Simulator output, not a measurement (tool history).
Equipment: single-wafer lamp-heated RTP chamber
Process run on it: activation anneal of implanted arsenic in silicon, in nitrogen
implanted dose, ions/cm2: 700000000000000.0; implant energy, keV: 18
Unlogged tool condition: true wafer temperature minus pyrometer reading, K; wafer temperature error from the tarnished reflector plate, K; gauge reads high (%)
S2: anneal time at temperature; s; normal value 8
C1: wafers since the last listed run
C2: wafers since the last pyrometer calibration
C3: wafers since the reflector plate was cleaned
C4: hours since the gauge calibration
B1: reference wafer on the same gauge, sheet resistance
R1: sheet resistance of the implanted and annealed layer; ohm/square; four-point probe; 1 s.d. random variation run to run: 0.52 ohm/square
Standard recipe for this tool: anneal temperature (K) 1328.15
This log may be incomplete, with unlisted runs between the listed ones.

{"run": 1, "hour": 0.0, "anneal temperature (K)": 1328.15, "S2": 6, "C1": 0, "C2": 1350, "C3": 3902, "C4": 301.1, "B1": 190.92, "R1": 179.74}
{"run": 2, "hour": 25.0, "anneal temperature (K)": 1328.15, "S2": 6, "C1": 251, "C2": 1602, "C3": 4153, "C4": 326.1, "B1": 190.97, "R1": 178.62}
{"run": 3, "hour": 52.5, "anneal temperature (K)": 1328.15, "S2": 6, "C1": 276, "C2": 1878, "C3": 4430, "C4": 353.6, "B1": 191.01, "R1": 179.63}
{"run": 4, "hour": 72.6, "anneal temperature (K)": 1328.15, "S2": 8, "C1": 202, "C2": 2080, "C3": 4632, "C4": 373.7, "B1": 191.06, "R1": 176.88}
{"run": 5, "hour": 85.3, "anneal temperature (K)": 1345.15, "S2": 8, "C1": 127, "C2": 2208, "C3": 4759, "C4": 386.4, "B1": 190.99, "R1": 173.51}
{"run": 6, "hour": 120.9, "anneal temperature (K)": 1328.15, "S2": 8, "C1": 357, "C2": 2565, "C3": 5117, "C4": 422, "B1": 191.03, "R1": 176.57}
{"run": 7, "hour": 141.7, "anneal temperature (K)": 1328.15, "S2": 8, "C1": 209, "C2": 2775, "C3": 5326, "C4": 442.8, "B1": 190.97, "R1": 176.54}
{"run": 8, "hour": 155.4, "anneal temperature (K)": 1328.15, "S2": 8, "C1": 137, "C2": 2912, "C3": 5464, "C4": 456.5, "B1": 191.02, "R1": 175.72}
{"run": 9, "hour": 189.0, "anneal temperature (K)": 1328.15, "S2": 8, "C1": 337, "C2": 3250, "C3": 5801, "C4": 490.1, "B1": 191.06, "R1": 175.58}
{"run": 10, "hour": 210.6, "anneal temperature (K)": 1328.15, "S2": 8, "C1": 217, "C2": 3467, "C3": 6019, "C4": 511.7, "B1": 190.99, "R1": 176.26}
{"run": 11, "hour": 233.2, "anneal temperature (K)": 1328.15, "S2": 8, "C1": 227, "C2": 3694, "C3": 6246, "C4": 534.3, "B1": 191.03, "R1": 176.79}
{"run": 12, "hour": 256.2, "anneal temperature (K)": 1328.15, "S2": 8, "C1": 231, "C2": 3925, "C3": 6477, "C4": 557.3, "B1": 190.81, "R1": 175.86}
{"run": 13, "hour": 269.9, "anneal temperature (K)": 1328.15, "S2": 8, "C1": 137, "C2": 4063, "C3": 6614, "C4": 571, "B1": 191.09, "R1": 176.8}
{"run": 14, "hour": 293.3, "anneal temperature (K)": 1328.15, "S2": 8, "C1": 235, "C2": 4298, "C3": 6850, "C4": 594.4, "B1": 191.1, "R1": 176.19}
{"run": 15, "hour": 306.7, "anneal temperature (K)": 1328.15, "S2": 8, "C1": 134, "C2": 4433, "C3": 6984, "C4": 607.8, "B1": 190.78, "R1": 175.37}
{"run": 16, "hour": 320.9, "anneal temperature (K)": 1328.15, "S2": 8, "C1": 142, "C2": 4576, "C3": 7127, "C4": 622, "B1": 190.98, "R1": 176.83}
{"hour": 346.9, "done": "pyrometer window cleaned and pyrometer calibrated"}
{"run": 17, "hour": 347.4, "anneal temperature (K)": 1309.15, "S2": 9, "C1": 185, "C2": 4, "C3": 7313, "C4": 648.5, "B1": 191.04, "R1": 177.76}
{"run": 18, "hour": 370.2, "anneal temperature (K)": 1328.15, "S2": 8, "C1": 229, "C2": 234, "C3": 7542, "C4": 671.3, "B1": 190.97, "R1": 173.98}
{"hour": 377.9, "done": "gauge calibrated"}
{"run": 19, "hour": 400.1, "anneal temperature (K)": 1307.15, "S2": 4, "C1": 300, "C2": 534, "C3": 7843, "C4": 22.2, "B1": 191.15, "R1": 185.53}
{"run": 20, "hour": 419.2, "anneal temperature (K)": 1349.15, "S2": 11, "C1": 191, "C2": 726, "C3": 8035, "C4": 41.3, "B1": 190.97, "R1": 166.24}
{"run": 21, "hour": 439.6, "anneal temperature (K)": 1314.15, "S2": 5, "C1": 205, "C2": 931, "C3": 8240, "C4": 61.7, "B1": 191.12, "R1": 181.38}
{"run": 22, "hour": 458.2, "anneal temperature (K)": 1328.15, "S2": 12, "C1": 186, "C2": 1118, "C3": 8427, "C4": 80.3, "B1": 190.93, "R1": 169.32}
{"hour": 475.3, "done": "pyrometer window cleaned and pyrometer calibrated, repeated, since the last time left the tool worse"}
{"hour": 486.5, "done": "reflector plate cleaned"}
{"run": 23, "hour": 487.0, "anneal temperature (K)": 1328.15, "S2": 8, "C1": 128, "C2": 37, "C3": 5, "C4": 109.1, "B1": 191.1, "R1": 177.26}
{"run": 24, "hour": 496.3, "anneal temperature (K)": 1320.15, "S2": 11, "C1": 93, "C2": 131, "C3": 98, "C4": 118.4, "B1": 190.87, "R1": 176.2}
{"run": 25, "hour": 530.5, "anneal temperature (K)": 1349.15, "S2": 6, "C1": 343, "C2": 474, "C3": 442, "C4": 152.6, "B1": 190.97, "R1": 174.57}
{"run": 26, "hour": 555.5, "anneal temperature (K)": 1345.15, "S2": 8, "C1": 251, "C2": 726, "C3": 693, "C4": 177.6, "B1": 190.97, "R1": 173.15}
{"run": 27, "hour": 580.3, "anneal temperature (K)": 1320.15, "S2": 13, "C1": 249, "C2": 975, "C3": 943, "C4": 202.4, "B1": 191.02, "R1": 173.91}
{"run": 28, "hour": 608.5, "anneal temperature (K)": 1340.15, "S2": 11, "C1": 283, "C2": 1258, "C3": 1226, "C4": 230.6, "B1": 190.97, "R1": 171.73}

Predict each of these 3 candidate next runs independently; none follows another, all start after run 28:
{"run": "A", "hour": 608.9, "anneal temperature (K)": 1328.15, "S2": 8, "C1": 4, "C2": 1262, "C3": 1230, "C4": 231, "B1": "?", "R1": "?"}
{"run": "B", "hour": 608.9, "anneal temperature (K)": 1309.15, "S2": 12, "C1": 4, "C2": 1262, "C3": 1230, "C4": 231, "B1": "?", "R1": "?"}
{"run": "C", "hour": 608.9, "anneal temperature (K)": 1328.15, "S2": 11, "C1": 4, "C2": 1262, "C3": 1230, "C4": 231, "B1": "?", "R1": "?"}

run=A B1=190.91 R1=177.11
run=B B1=190.91 R1=177.39
run=C B1=190.91 R1=173.92
What these runs would have given with no unlogged condition in the tool:
run=A R1=177.34
run=B R1=177.63
run=C R1=174.16

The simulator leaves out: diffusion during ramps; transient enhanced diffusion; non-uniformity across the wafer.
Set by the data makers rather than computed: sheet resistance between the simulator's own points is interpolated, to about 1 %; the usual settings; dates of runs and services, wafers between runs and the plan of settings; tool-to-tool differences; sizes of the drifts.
